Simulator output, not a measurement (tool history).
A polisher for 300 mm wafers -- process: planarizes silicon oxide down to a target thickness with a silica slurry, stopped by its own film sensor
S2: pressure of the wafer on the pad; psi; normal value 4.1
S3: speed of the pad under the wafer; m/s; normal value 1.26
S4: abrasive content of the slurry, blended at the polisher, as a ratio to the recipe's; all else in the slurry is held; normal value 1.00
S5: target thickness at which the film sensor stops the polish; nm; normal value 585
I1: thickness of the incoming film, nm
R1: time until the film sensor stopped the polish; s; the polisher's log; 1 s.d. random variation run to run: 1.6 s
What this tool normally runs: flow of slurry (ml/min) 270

run 1 hour=0.0 | flow_of_slurry_(ml/min)=270 S2=4.1 S3=1.26 S4=1.00 S5=585 | I1=977.1 | R1=120.7
-- hour=22.3 head pressure recalibrated
run 2 hour=54.1 | flow_of_slurry_(ml/min)=270 S2=4.1 S3=1.26 S4=1.00 S5=585 | I1=1000.9 | R1=130.3
-- hour=107.0 worn pad replaced by a new one
-- hour=109.3 conditioning disc replaced and pad reconditioned
run 3 hour=150.1 | flow_of_slurry_(ml/min)=270 S2=4.1 S3=1.26 S4=1.00 S5=684 | I1=998.6 | R1=96.7
-- hour=181.9 slurry nozzle cleaned
run 4 hour=190.4 | flow_of_slurry_(ml/min)=270 S2=4.1 S3=1.26 S4=1.00 S5=585 | I1=991.4 | R1=127.1
run 5 hour=239.6 | flow_of_slurry_(ml/min)=270 S2=4.1 S3=1.26 S4=1.00 S5=585 | I1=976.1 | R1=124.5
run 6 hour=297.7 | flow_of_slurry_(ml/min)=270 S2=4.1 S3=1.26 S4=1.00 S5=505 | I1=989.2 | R1=161.6
-- hour=358.1 worn pad replaced by a new one
-- hour=366.7 conditioning disc replaced and pad reconditioned
-- hour=426.9 slurry nozzle cleaned
-- hour=444.6 slurry blender recalibrated
-- hour=506.6 head pressure recalibrated
run 7 hour=535.7 | flow_of_slurry_(ml/min)=270 S2=4.1 S3=1.26 S4=1.00 S5=585 | I1=993.7 | R1=124.1
run 8 hour=591.2 | flow_of_slurry_(ml/min)=270 S2=4.1 S3=1.26 S4=1.00 S5=585 | I1=984.7 | R1=128.7
-- hour=636.5 worn pad replaced by a new one
-- hour=650.1 conditioning disc replaced and pad reconditioned
run 9 hour=690.4 | flow_of_slurry_(ml/min)=270 S2=4.1 S3=1.26 S4=1.00 S5=585 | I1=985.1 | R1=124.3

What does the tool deliver on the next run?
-- hour=721.2 slurry nozzle cleaned
run 10 hour=769.2 | flow_of_slurry_(ml/min)=270 S2=5.5 S3=1.26 S4=0.85 S5=585 | I1=973.7 | R1=?

{"run 10": {"R1": 110.6}}
Without the tool's hidden state the same run would have given R1 97.8 s.

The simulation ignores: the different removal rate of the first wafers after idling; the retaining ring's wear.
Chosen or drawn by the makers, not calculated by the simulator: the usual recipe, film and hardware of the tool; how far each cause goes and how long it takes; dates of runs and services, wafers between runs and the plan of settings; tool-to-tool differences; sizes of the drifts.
